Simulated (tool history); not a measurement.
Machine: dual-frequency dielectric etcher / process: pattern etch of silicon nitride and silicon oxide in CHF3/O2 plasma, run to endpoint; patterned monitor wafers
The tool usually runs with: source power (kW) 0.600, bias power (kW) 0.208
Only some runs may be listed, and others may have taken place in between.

run   hour  source power (kW)  bias power (kW)  wafers since the last listed run  hours since the last wet clean  hours since the last source power generator calibration  hours since the last bias power generator calibration  hours since the last upper electrode change  incoming incoming film thickness, nm  endpoint time (s)
  1    0.0              0.600            0.208                                 0                           236.5                                                   2149.9                                                 1934.4                                       3570.4                                 249.2              157.3
  2   27.8              0.600            0.208                               164                           264.3                                                   2177.7                                                 1962.2                                       3598.2                                 247.9              156.2
  3   40.0              0.600            0.208                                71                           276.5                                                   2189.9                                                 1974.4                                       3610.4                                 249.4              157.6
  4   61.2              0.600            0.208                               125                           297.7                                                   2211.1                                                 1995.6                                       3631.6                                 250.5              157.7
  5   95.0              0.600            0.208                               199                           331.5                                                   2244.9                                                 2029.4                                       3665.4                                 248.5              155.7
  6  113.7              0.690            0.208                               110                           350.2                                                   2263.6                                                 2048.1                                       3684.1                                 248.2              148.2
  7  141.3              0.690            0.208                               162                           377.8                                                   2291.2                                                 2075.7                                       3711.7                                 246.8              148.1
  8  154.1              0.690            0.208                                75                           390.6                                                   2304.0                                                 2088.5                                       3724.5                                 245.2              146.4
  9  188.0              0.600            0.208                               200                           424.5                                                   2337.9                                                 2122.4                                       3758.4                                 248.9              155.6
 10  215.6              0.600            0.208                               162                           452.1                                                   2365.5                                                 2150.0                                       3786.0                                 249.2              156.5
 11  231.8              0.600            0.208                                95                           468.3                                                   2381.7                                                 2166.2                                       3802.2                                 248.7              155.7
 12  255.8              0.600            0.192                               141                           492.3                                                   2405.7                                                 2190.2                                       3826.2                                 250.3              162.1
     272.2  -- bias power generator calibrated
     290.9  -- wet clean of the chamber
 13  291.4              0.660            0.222                                75                             0.5                                                   2441.3                                                   19.2                                       3861.8                                 244.8              146.1
     320.4  -- upper electrode replaced
 14  320.9              0.600            0.208                                32                            30.0                                                   2470.8                                                   48.7                                          0.5                                 249.2              159.3
 15  322.9              0.600            0.208                                11                            32.0                                                   2472.8                                                   50.7                                          2.5                                 249.3              158.9
 16  356.0              0.600            0.179                               195                            65.1                                                   2505.9                                                   83.8                                         35.6                                 249.8              172.8
     370.9  -- source power generator calibrated
 17  382.5              0.740            0.172                               132                            91.6                                                     11.6                                                  110.3                                         62.1                                 248.0              162.4
 18  409.6              0.600            0.208                               159                           118.7                                                     38.7                                                  137.4                                         89.2                                 246.9              156.5
 19  433.7              0.650            0.208                               142                           142.8                                                     62.8                                                  161.5                                        113.3                                 246.4              152.1
 20  459.4              0.600            0.208                               151                           168.5                                                     88.5                                                  187.2                                        139.0                                 247.6              157.3

The next listed run, before its measurement:
 21  473.9              0.600            0.181                                85                           183.0                                                    103.0                                                  201.7                                        153.5                                 247.6                  ?

For run 21 the tool returned endpoint time (s) 169.1.
If the tool had no hidden condition, the same run with the same run-to-run variation would have returned endpoint time (s) 170.3.
